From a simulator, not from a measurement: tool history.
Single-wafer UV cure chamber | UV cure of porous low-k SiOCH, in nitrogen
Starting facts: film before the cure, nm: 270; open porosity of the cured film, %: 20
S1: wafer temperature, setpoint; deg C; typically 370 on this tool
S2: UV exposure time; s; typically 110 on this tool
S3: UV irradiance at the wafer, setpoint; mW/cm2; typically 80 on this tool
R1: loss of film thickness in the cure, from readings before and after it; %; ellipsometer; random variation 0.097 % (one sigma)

Run 1, day 0.000: usual settings. Result: R1 6.759 %.
Run 2, day 1.388: usual settings. Result: R1 6.839 %.
Run 3, day 2.667: usual settings. Result: R1 6.593 %.
Run 4, day 3.462: usual settings but S3 57 mW/cm2. Result: R1 5.392 %.
Run 5, day 4.696: usual settings. Result: R1 6.619 %.
Run 6, day 5.683: usual settings. Result: R1 6.453 %.
At day 6.412: quartz window cleaned.
Run 7, day 6.433: usual settings. Result: R1 6.860 %.
Run 8, day 6.767: usual settings. Result: R1 6.778 %.
Run 9, day 7.279: usual settings but S2 135 s. Result: R1 7.746 %.
Run 10, day 8.583: usual settings but S2 135 s. Result: R1 7.641 %.
Run 11, day 9.654: usual settings but S1 360 deg C, S3 52 mW/cm2. Result: R1 5.105 %.
Run 12, day 11.142: usual settings but S1 360 deg C, S3 52 mW/cm2. Result: R1 4.935 %.
At day 14.783: quartz window cleaned.
Run 13, day 15.546: usual settings but S1 360 deg C, S3 52 mW/cm2. Result: R1 4.541 %.
Run 14, day 16.271: usual settings but S2 85 s. Result: R1 5.230 %.
Run 15, day 17.471: usual settings but S2 85 s. Result: R1 5.225 %.
Run 16, day 18.288: usual settings but S2 85 s. Result: R1 5.230 %.
Run 17, day 21.233: usual settings. Result: R1 5.962 %.
Run 18, day 21.983: usual settings but S1 385 deg C, S3 111 mW/cm2. Result: R1 7.426 %.
Run 19, day 23.462: usual settings but S1 385 deg C, S3 111 mW/cm2. Result: R1 7.265 %.
Run 20, day 24.142: usual settings but S1 385 deg C, S3 111 mW/cm2. Result: R1 7.162 %.
At day 24.600: quartz window cleaned, repeated, since the last time left the tool worse.
Run 21, day 25.025: usual settings but S3 111 mW/cm2. Result: R1 7.953 %.
Run 22, day 26.071: usual settings but S1 388 deg C, S3 42 mW/cm2. Result: R1 4.736 %.
Run 23, day 27.467: usual settings but S2 135 s. Result: R1 7.378 %.
At day 27.975: UV bulbs replaced.
Run 24, day 28.146: usual settings but S1 381 deg C. Result: R1 6.831 %.
Run 25, day 28.925: usual settings but S2 75 s, S3 64 mW/cm2. Result: R1 4.493 %.
Run 26, day 29.796: usual settings but S2 155 s, S3 67 mW/cm2. Result: R1 7.348 %.
Run 27, day 31.225: usual settings but S1 379 deg C, S2 150 s. Result: R1 7.846 %.
Run 28, day 32.183: usual settings. Result: R1 6.709 %.
Run 29, day 32.958: usual settings but S3 93 mW/cm2. Result: R1 6.919 %.
Run 30, day 33.692: usual settings but S3 93 mW/cm2. Result: R1 6.795 %.
At day 34.475: quartz window cleaned.
Run 31, day 34.567: usual settings but S2 45 s, S3 45 mW/cm2. Result: R1 2.338 %.
Run 32, day 35.504: usual settings but S1 360 deg C, S3 52 mW/cm2. Result: R1 5.003 %.
Run 33, day 36.688: usual settings but S2 150 s. Result: R1 7.944 %.
Run 34, day 37.412: usual settings but S1 377 deg C, S2 165 s, S3 65 mW/cm2. Result: R1 7.565 %.
Run 35, day 38.258: usual settings but S1 388 deg C. Result: R1 7.162 %.
At day 42.246: quartz window cleaned.
Run 36, day 42.267: usual settings but S2 70 s, S3 114 mW/cm2. Result: R1 6.603 %.

Run 37 has not been measured yet. What should we expect?
Run 37, day 42.642: usual settings but S1 354 deg C. Result: R1 ?.

R1: 6.614 %
Had the tool carried no hidden state, the very same run would have given R1 6.641 %.
